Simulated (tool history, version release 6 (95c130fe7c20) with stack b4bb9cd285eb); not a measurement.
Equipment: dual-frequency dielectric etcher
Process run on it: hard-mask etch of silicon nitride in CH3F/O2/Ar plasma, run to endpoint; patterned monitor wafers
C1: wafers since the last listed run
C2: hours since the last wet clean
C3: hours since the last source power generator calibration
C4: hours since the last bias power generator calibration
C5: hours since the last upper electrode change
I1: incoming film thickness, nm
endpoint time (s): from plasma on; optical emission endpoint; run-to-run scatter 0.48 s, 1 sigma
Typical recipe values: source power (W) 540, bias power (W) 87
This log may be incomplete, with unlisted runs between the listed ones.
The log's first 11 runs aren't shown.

Run 12, hour 141.1: usual settings; C1 5; C2 9.4; C3 3298.9; C4 4423.4; C5 1.2; I1 50.4. Result: endpoint time (s) 72.2.
Run 13, hour 143.5: usual settings; C1 32; C2 11.8; C3 3301.3; C4 4425.8; C5 3.6; I1 50.2. Result: endpoint time (s) 71.1.
Run 14, hour 152.9: usual settings but bias power (W) 104; C1 127; C2 21.2; C3 3310.7; C4 4435.2; C5 13; I1 50.5. Result: endpoint time (s) 69.6.
Run 15, hour 170.4: usual settings but source power (W) 650; C1 237; C2 38.7; C3 3328.2; C4 4452.7; C5 30.5; I1 50.7. Result: endpoint time (s) 68.2.
Run 16, hour 184: usual settings; C1 184; C2 52.3; C3 3341.8; C4 4466.3; C5 44.1; I1 51.3. Result: endpoint time (s) 74.4.
At hour 196.7: bias power generator calibrated.
Run 17, hour 197.2: usual settings but source power (W) 460; C1 125; C2 65.5; C3 3355; C4 0.5; C5 57.3; I1 50.2. Result: endpoint time (s) 75.9.
Run 18, hour 205.1: usual settings but source power (W) 600, bias power (W) 69; C1 107; C2 73.4; C3 3362.9; C4 8.4; C5 65.2; I1 50.8. Result: endpoint time (s) 73.2.
Run 19, hour 221: usual settings but source power (W) 440, bias power (W) 106; C1 216; C2 89.3; C3 3378.8; C4 24.3; C5 81.1; I1 50.7. Result: endpoint time (s) 76.1.
Run 20, hour 229.4: usual settings but bias power (W) 81; C1 114; C2 97.7; C3 3387.2; C4 32.7; C5 89.5; I1 50.1. Result: endpoint time (s) 73.1.
Run 21, hour 241.1: usual settings but bias power (W) 72; C1 159; C2 109.4; C3 3398.9; C4 44.4; C5 101.2; I1 50.8. Result: endpoint time (s) 76.5.
Run 22, hour 248.7: usual settings but source power (W) 630, bias power (W) 108; C1 103; C2 117; C3 3406.5; C4 52; C5 108.8; I1 50.5. Result: endpoint time (s) 66.4.
Run 23, hour 266.1: usual settings; C1 236; C2 134.4; C3 3423.9; C4 69.4; C5 126.2; I1 50.6. Result: endpoint time (s) 73.1.
Run 24, hour 281: usual settings but source power (W) 610; C1 202; C2 149.3; C3 3438.8; C4 84.3; C5 141.1; I1 50.8. Result: endpoint time (s) 70.6.
Run 25, hour 291.5: usual settings; C1 142; C2 159.8; C3 3449.3; C4 94.8; C5 151.6; I1 50.6. Result: endpoint time (s) 73.6.
At hour 299.6: source power generator calibrated.
Run 26, hour 300.4: usual settings but source power (W) 630, bias power (W) 93; C1 66; C2 168.7; C3 0.8; C4 103.7; C5 160.5; I1 50.5. Result: endpoint time (s) 69.2.
Run 27, hour 310.8: usual settings but source power (W) 680, bias power (W) 109; C1 141; C2 179.1; C3 11.2; C4 114.1; C5 170.9; I1 50.7. Result: endpoint time (s) 65.3.
Run 28, hour 325.5: usual settings but source power (W) 480, bias power (W) 81; C1 199; C2 193.8; C3 25.9; C4 128.8; C5 185.6; I1 50.3. Result: endpoint time (s) 77.5.
Run 29, hour 342.6: usual settings but source power (W) 630; C1 232; C2 210.9; C3 43; C4 145.9; C5 202.7; I1 50.6. Result: endpoint time (s) 70.6.
Run 30, hour 358.1: usual settings but source power (W) 410, bias power (W) 105; C1 210; C2 226.4; C3 58.5; C4 161.4; C5 218.2; I1 50.7. Result: endpoint time (s) 78.1.
Run 31, hour 367.1: usual settings but source power (W) 500, bias power (W) 77; C1 122; C2 235.4; C3 67.5; C4 170.4; C5 227.2; I1 50.4. Result: endpoint time (s) 76.8.
Run 32, hour 375.1: usual settings but source power (W) 650, bias power (W) 76; C1 108; C2 243.4; C3 75.5; C4 178.4; C5 235.2; I1 50.9. Result: endpoint time (s) 71.1.
Run 33, hour 384.3: usual settings but source power (W) 470, bias power (W) 103; C1 125; C2 252.6; C3 84.7; C4 187.6; C5 244.4; I1 51.1. Result: endpoint time (s) 76.1.
Run 34, hour 392.6: usual settings but source power (W) 480; C1 112; C2 260.9; C3 93; C4 195.9; C5 252.7; I1 50.5. Result: endpoint time (s) 76.
Run 35, hour 403.4: usual settings but source power (W) 610, bias power (W) 97; C1 146; C2 271.7; C3 103.8; C4 206.7; C5 263.5; I1 50.7. Result: endpoint time (s) 70.5.

4 options for the next run, each taken on its own from the tool as it stands now. Forecast them:
Run A, hour 403.8: usual settings; C1 5; C2 272.1; C3 104.2; C4 207.1; C5 263.9; I1 50.6. Result: endpoint time (s) ?.
Run B, hour 403.8: usual settings but source power (W) 420, bias power (W) 102; C1 5; C2 272.1; C3 104.2; C4 207.1; C5 263.9; I1 50.6. Result: endpoint time (s) ?.
Run C, hour 403.8: usual settings but source power (W) 660, bias power (W) 99; C1 5; C2 272.1; C3 104.2; C4 207.1; C5 263.9; I1 50.6. Result: endpoint time (s) ?.
Run D, hour 403.8: usual settings but source power (W) 600, bias power (W) 104; C1 5; C2 272.1; C3 104.2; C4 207.1; C5 263.9; I1 50.6. Result: endpoint time (s) ?.

run  endpoint time (s)
  A               74.4
  B               78.7
  C                 68
  D               69.6
Stripped of hidden state, with their random variation kept, the same runs would have yielded:
run  endpoint time (s)
  A               72.2
  B               76.4
  C                 66
  D               67.6

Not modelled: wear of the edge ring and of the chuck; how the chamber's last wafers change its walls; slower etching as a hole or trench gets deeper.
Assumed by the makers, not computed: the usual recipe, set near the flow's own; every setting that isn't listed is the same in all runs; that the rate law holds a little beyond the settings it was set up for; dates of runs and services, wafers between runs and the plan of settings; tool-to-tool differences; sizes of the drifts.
